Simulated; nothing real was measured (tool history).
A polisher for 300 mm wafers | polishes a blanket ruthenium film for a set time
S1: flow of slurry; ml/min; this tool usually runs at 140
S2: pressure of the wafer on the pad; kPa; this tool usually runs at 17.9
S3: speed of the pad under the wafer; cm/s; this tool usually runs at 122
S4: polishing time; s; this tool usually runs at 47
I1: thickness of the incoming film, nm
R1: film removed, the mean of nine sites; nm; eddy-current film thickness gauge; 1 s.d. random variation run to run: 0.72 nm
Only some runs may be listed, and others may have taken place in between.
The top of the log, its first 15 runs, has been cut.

| run | hour | S1 | S2 | S3 | S4 | I1 | R1 |
|---|---|---|---|---|---|---|---|
| 16 | 199.8 | 140 | 22.1 | 122 | 47 | 621.0 | 93.1 |
| 17 | 211.9 | 140 | 17.9 | 122 | 47 | 617.1 | 76.3 |
| 18 | 222.6 | 165 | 13.1 | 154 | 47 | 616.5 | 73.6 |
| 19 | 235.3 | 140 | 17.9 | 122 | 47 | 623.4 | 74.9 |
| 20 | 242.3 | 105 | 22.8 | 92 | 33 | 630.9 | 44.9 |
|  | 254.9 | worn pad replaced by a new one |
|  | 276.8 | slurry nozzle cleaned, repeated, since the last time left the tool worse |
| 21 | 284.5 | 105 | 17.9 | 122 | 47 | 632.0 | 85.1 |
| 22 | 294.4 | 140 | 15.9 | 104 | 38 | 631.6 | 54.2 |
| 23 | 305.5 | 105 | 17.9 | 122 | 39 | 622.0 | 69.8 |
| 24 | 315.8 | 160 | 15.9 | 94 | 56 | 620.3 | 73.8 |
| 25 | 325.8 | 170 | 20.0 | 122 | 47 | 617.3 | 103.3 |
| 26 | 343.6 | 100 | 15.9 | 122 | 47 | 610.6 | 71.6 |
| 27 | 354.7 | 95 | 17.9 | 138 | 47 | 627.0 | 90.9 |
| 28 | 370.6 | 140 | 22.8 | 138 | 47 | 619.8 | 126.2 |
|  | 378.3 | worn pad replaced by a new one |
| 29 | 387.5 | 120 | 17.9 | 122 | 47 | 616.8 | 85.0 |
| 30 | 398.9 | 140 | 17.9 | 122 | 47 | 608.1 | 88.3 |
| 31 | 442.5 | 175 | 12.4 | 122 | 47 | 612.8 | 62.7 |
| 32 | 452.8 | 140 | 13.8 | 122 | 47 | 625.5 | 68.1 |
| 33 | 463.3 | 125 | 22.8 | 122 | 47 | 621.5 | 108.6 |
| 34 | 469.7 | 140 | 17.9 | 122 | 47 | 620.4 | 85.8 |
|  | 481.5 | worn pad replaced by a new one |
| 35 | 483.3 | 140 | 17.9 | 122 | 47 | 619.8 | 87.6 |
| 36 | 496.3 | 180 | 17.9 | 122 | 47 | 619.0 | 91.7 |

Branching from run 36: 5 alternative next runs. What would each branch give?
| A | 496.7 | 140 | 17.9 | 138 | 47 | 625.5 | ? |
| B | 496.7 | 165 | 17.9 | 122 | 47 | 625.5 | ? |
| C | 496.7 | 140 | 17.9 | 122 | 53 | 625.5 | ? |
| D | 496.7 | 190 | 15.2 | 122 | 62 | 625.5 | ? |
| E | 496.7 | 140 | 20.7 | 144 | 47 | 625.5 | ? |

| run | R1 |
|---|---|
| A | 99.2 |
| B | 90.8 |
| C | 98.9 |
| D | 104.3 |
| E | 119.2 |
Take away the tool's hidden state, keep each run's random variation, and the runs would have read:
| run | R1 |
|---|---|
| A | 103.3 |
| B | 93.9 |
| C | 102.9 |
| D | 107.4 |
| E | 124.1 |
